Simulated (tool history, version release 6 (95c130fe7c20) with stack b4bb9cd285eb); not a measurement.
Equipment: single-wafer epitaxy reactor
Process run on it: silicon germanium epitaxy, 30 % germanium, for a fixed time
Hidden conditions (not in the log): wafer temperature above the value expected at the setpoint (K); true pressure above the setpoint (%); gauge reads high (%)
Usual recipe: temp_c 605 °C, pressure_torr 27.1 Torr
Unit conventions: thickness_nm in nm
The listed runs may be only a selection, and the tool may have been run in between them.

run,hour,temp_c,pressure_torr,wafers since the last listed run,hours since the last pyrometer calibration,hours since the last manometer calibration,hours since the showerhead was replaced,hours since the gauge calibration,"read-back reference wafer on the same gauge, thickness_nm",thickness_nm
1,0.0,605,31.2,0,2011.0,2117.7,5168.3,817.2,60.385,72.173
2,44.1,605,31.2,1043,2055.1,2161.8,5212.4,861.3,60.341,72.252
3,105.2,605,31.2,1445,2116.2,2222.9,5273.5,922.4,60.076,71.899
4,131.7,605,27.1,626,2142.7,2249.4,5300.0,948.9,60.026,67.695
# hour 145.5: gauge calibrated
5,173.2,605,27.1,981,2184.2,2290.9,5341.5,27.7,62.305,69.507
6,209.4,605,27.1,856,2220.4,2327.1,5377.7,63.9,62.247,69.528
7,258.7,605,27.1,1166,2269.7,2376.4,5427.0,113.2,62.121,69.404
8,311.0,605,27.1,1236,2322.0,2428.7,5479.3,165.5,61.985,68.957
9,351.2,605,27.1,950,2362.2,2468.9,5519.5,205.7,61.886,69.305
10,395.7,605,27.1,1052,2406.7,2513.4,5564.0,250.2,61.841,68.935
11,467.1,605,27.1,1688,2478.1,2584.8,5635.4,321.6,61.674,69.107
# hour 489.9: showerhead replaced
12,494.9,595,27.1,468,2505.9,2612.6,5.0,349.4,61.531,55.362
13,536.5,595,27.1,983,2547.5,2654.2,46.6,391.0,61.490,55.685
14,632.3,605,27.1,2265,2643.3,2750.0,142.4,486.8,61.403,68.832
# hour 644.7: capacitance manometer re-zeroed and calibrated
# hour 679.1: pyrometer calibrated
15,684.8,612,25.0,863,5.7,40.1,194.9,539.3,61.287,76.155
16,744.0,613,23.0,1400,64.9,99.3,254.1,598.5,60.927,74.777
17,810.5,591,21.9,1572,131.4,165.8,320.6,665.0,60.922,45.780
18,864.2,605,27.1,1270,185.1,219.5,374.3,718.7,60.779,68.341
19,904.6,592,27.1,955,225.5,259.9,414.7,759.1,60.694,51.158
20,939.6,618,33.4,827,260.5,294.9,449.7,794.1,60.549,97.039

What will run 21 give?
# hour 959.3: gauge calibrated
21,974.5,614,32.0,825,295.4,329.8,484.6,15.2,?,?

{"run 21": {"read-back reference wafer on the same gauge, thickness_nm": 62.089, "thickness_nm": 89.564}}
Were there no unlogged condition in the tool, this run, its random variation unchanged, would have produced thickness_nm 89.469 nm.

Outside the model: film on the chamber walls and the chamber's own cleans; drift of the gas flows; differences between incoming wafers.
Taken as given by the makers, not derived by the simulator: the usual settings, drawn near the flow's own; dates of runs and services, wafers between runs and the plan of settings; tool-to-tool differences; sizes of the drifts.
